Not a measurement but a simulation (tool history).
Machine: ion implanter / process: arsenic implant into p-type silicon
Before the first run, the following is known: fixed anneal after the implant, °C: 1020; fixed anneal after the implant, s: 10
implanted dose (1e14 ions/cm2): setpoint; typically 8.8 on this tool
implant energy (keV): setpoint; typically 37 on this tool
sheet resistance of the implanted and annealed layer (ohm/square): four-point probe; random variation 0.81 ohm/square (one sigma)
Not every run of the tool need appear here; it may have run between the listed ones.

run,hour,implanted dose (1e14 ions/cm2),implant energy (keV),"read-back reference wafer on the same gauge, sheet resistance",sheet resistance of the implanted and annealed layer (ohm/square)
1,0,8.8,37,118.96,138.63
2,19.1,8.8,37,119.14,140.59
# hour 40.4: gauge calibrated
3,45.1,8.8,37,118.89,139.93
4,78.6,8.8,37,118.93,139.84
5,106.3,8.8,37,119.02,139.37
6,127.4,8.8,37,118.92,140.5
7,149.8,8.8,37,119.11,139.33
8,185,9.91,40,118.81,126.1
9,204.5,8.8,37,119.08,140.2
10,222.2,8.8,37,118.82,139.1
11,249.1,7.17,46,118.93,156.38
12,284.2,8.8,37,118.81,138.77
13,349,8.8,37,118.79,138.49
14,382.8,8.8,37,119.1,137.7
15,401.7,8.8,37,118.87,137.88
16,418.4,7.65,37,119.04,154.02
17,452,10.16,33,118.96,128.02
18,465.7,10.97,42.5,118.95,115.71
19,478.3,10.91,44.5,118.99,115.08
20,506.3,7.09,31,119.01,165.39
21,589.2,7.21,37,118.97,156.56
# hour 611: gauge calibrated
22,616.4,8.8,37,118.92,134.83
# hour 650: Faraday cup replaced and dose calibrated
# hour 653.7: extraction supply calibrated
23,654.2,8.8,37,118.98,140.45
24,663,10.35,47.5,118.88,119.49
25,688.8,11.13,49,119.04,113.35
26,706,10.74,32,118.97,128.15
27,726.6,10.92,25.5,119.02,133.9
28,760.2,6.4,28,119.09,184.8
29,792.8,10.89,25.5,119.09,135.82
30,815.2,8.8,37,118.88,137.91
31,849.1,6.78,33,119,172.22
32,875.4,10.34,46,119.09,118.83
33,899.8,10.35,47.5,119.07,116.89

Below, some changes in sheet resistance of the implanted and annealed layer (ohm/square) between adjacent runs. For each, the amount present without the hidden state too (settings, incoming material, random variation) and the amount remaining for the hidden state with gauge scatter not shared by both compared results:
Unlogged tool condition in this case: deviation of the true dose from the Faraday cup's reading, %; deviation of the true energy from its setpoint, %; gauge reads high (%).
Run 19 -> 20: implanted dose (1e14 ions/cm2) 10.91 -> 7.09, implant energy (keV) 44.5 -> 31. sheet resistance of the implanted and annealed layer (ohm/square) +50.31: hidden state -1.69, all else +52.
Run 20 -> 21: implanted dose (1e14 ions/cm2) 7.09 -> 7.21, implant energy (keV) 31 -> 37. sheet resistance of the implanted and annealed layer (ohm/square) -8.83: hidden state -1.18, all else -7.65.
Run 22 -> 23: Faraday cup replaced and dose calibrated, extraction supply calibrated. sheet resistance of the implanted and annealed layer (ohm/square) +5.62: hidden state +3.86, all else +1.76.
Run 27 -> 28: implanted dose (1e14 ions/cm2) 10.92 -> 6.4, implant energy (keV) 25.5 -> 28. sheet resistance of the implanted and annealed layer (ohm/square) +50.9: hidden state -0.34, all else +51.24.
Run 31 -> 32: implanted dose (1e14 ions/cm2) 6.78 -> 10.34, implant energy (keV) 33 -> 46. sheet resistance of the implanted and annealed layer (ohm/square) -53.39: hidden state +0.27, all else -53.66.
